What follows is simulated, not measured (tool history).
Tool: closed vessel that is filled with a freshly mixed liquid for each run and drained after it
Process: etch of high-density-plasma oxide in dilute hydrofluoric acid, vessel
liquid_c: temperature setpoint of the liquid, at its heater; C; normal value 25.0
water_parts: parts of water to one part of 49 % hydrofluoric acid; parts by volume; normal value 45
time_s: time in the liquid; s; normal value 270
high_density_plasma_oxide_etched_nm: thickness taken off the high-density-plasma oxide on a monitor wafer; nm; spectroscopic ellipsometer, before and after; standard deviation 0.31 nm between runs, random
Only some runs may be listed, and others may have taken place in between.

run	day	liquid_c	water_parts	time_s	wafers since the last listed run	hours since the thermometer was replaced	hours since the hydrofluoric acid flow meter was replaced	hours since the gauge calibration	read-back film thickness of the high-density-plasma oxide reference wafer, read on the same gauge (nm)	high_density_plasma_oxide_etched_nm
1	0.000	25.0	50	270	0	179.9	376.8	2769.6	30.01	36.02
2	3.950	25.0	45	270	8144	274.7	471.6	2864.4	29.99	40.24
3	6.558	27.0	45	270	5378	337.3	534.2	2927.0	30.02	43.35
4	8.375	28.5	45	210	3745	380.9	577.8	2970.6	30.01	35.58
# day 9.138: hydrofluoric acid flow meter replaced
5	11.025	28.5	45	210	5378	444.5	45.3	3034.2	30.00	35.89
6	13.667	25.0	40	270	5447	507.9	108.7	3097.6	30.02	45.11
# day 14.217: thermometer replaced, repeated, since the last time left the tool worse
7	17.196	25.0	40	270	7191	71.5	193.4	3182.3	29.99	48.69
8	19.588	25.0	45	270	4931	128.9	250.8	3239.7	30.00	42.85
# day 19.629: gauge calibrated
9	23.662	25.0	45	270	8402	226.7	348.6	96.8	30.00	42.85
10	28.150	25.0	45	270	9253	334.4	456.3	204.5	30.01	42.30
11	30.400	25.0	45	270	4639	388.4	510.3	258.5	30.00	41.81
12	32.292	22.0	45	270	3900	433.8	555.7	303.9	30.01	37.12
# day 35.325: hydrofluoric acid flow meter replaced
13	35.792	22.0	45	270	7130	517.8	11.2	387.9	30.00	37.01
14	37.933	27.5	60	335	4416	569.2	62.6	439.3	29.98	42.17
15	40.662	27.0	65	200	5627	634.7	128.1	504.8	29.97	22.87
16	42.204	25.0	45	270	3178	671.7	165.1	541.8	30.01	41.66
# day 42.883: thermometer replaced
17	52.242	25.0	45	270	20611	224.6	406.0	782.7	30.01	42.68
18	56.417	29.0	60	220	8608	324.8	506.2	882.9	30.03	29.85
19	60.267	28.0	45	270	7938	417.2	598.6	975.3	30.02	48.12
# day 61.188: hydrofluoric acid flow meter replaced
20	62.112	22.5	45	370	3720	461.5	22.2	1019.6	29.99	52.38
21	65.467	25.0	45	270	6916	542.0	102.7	1100.1	29.99	42.24
# day 66.975: thermometer replaced
22	67.338	21.0	45	375	3771	8.7	147.6	1145.0	29.99	49.67
23	69.521	25.0	45	270	4501	61.1	200.0	1197.4	30.01	43.08
24	71.504	29.5	40	145	4089	108.7	247.6	1245.0	30.01	31.15
25	73.725	25.0	35	400	4579	162.0	300.9	1298.3	30.00	81.75
26	76.621	29.5	40	370	5971	231.5	370.4	1367.8	29.99	78.62
27	78.229	25.0	60	110	3316	270.1	409.0	1406.4	29.99	12.63
28	82.575	25.0	45	270	8960	374.4	513.3	1510.7	30.00	42.04
29	87.058	25.0	45	200	9244	482.0	620.9	1618.3	29.99	31.49
# day 88.496: hydrofluoric acid flow meter replaced
30	89.546	25.0	35	395	5043	541.7	25.2	1678.0	29.98	79.53

A few steps of high_density_plasma_oxide_etched_nm between consecutive runs. Split each: what settings, incoming material and random variation would produce without the hidden state, and what is left over for the hidden state, along with gauge scatter present in only one of the two compared results (measured, and without hidden state):
Unlogged tool condition in this case: liquid colder than its thermometer reads (K); hydrofluoric acid flow above the setpoint (%); gauge reads high (%).
Run 5 -> 6: liquid_c 28.5 -> 25.0, water_parts 45 -> 40, time_s 210 -> 270. high_density_plasma_oxide_etched_nm +9.22 nm: hidden state -1.07, all else +10.29.
Run 6 -> 7: thermometer replaced, repeated, since the last time left the tool worse. high_density_plasma_oxide_etched_nm +3.58 nm: hidden state +3.84, all else -0.26.
Run 24 -> 25: liquid_c 29.5 -> 25.0, water_parts 40 -> 35, time_s 145 -> 400. high_density_plasma_oxide_etched_nm +50.60 nm: hidden state -0.66, all else +51.26.
Run 26 -> 27: liquid_c 29.5 -> 25.0, water_parts 40 -> 60, time_s 370 -> 110. high_density_plasma_oxide_etched_nm -65.99 nm: hidden state +0.91, all else -66.90.
Run 29 -> 30: water_parts 45 -> 35, time_s 200 -> 395, hydrofluoric acid flow meter replaced. high_density_plasma_oxide_etched_nm +48.04 nm: hidden state -1.61, all else +49.65.
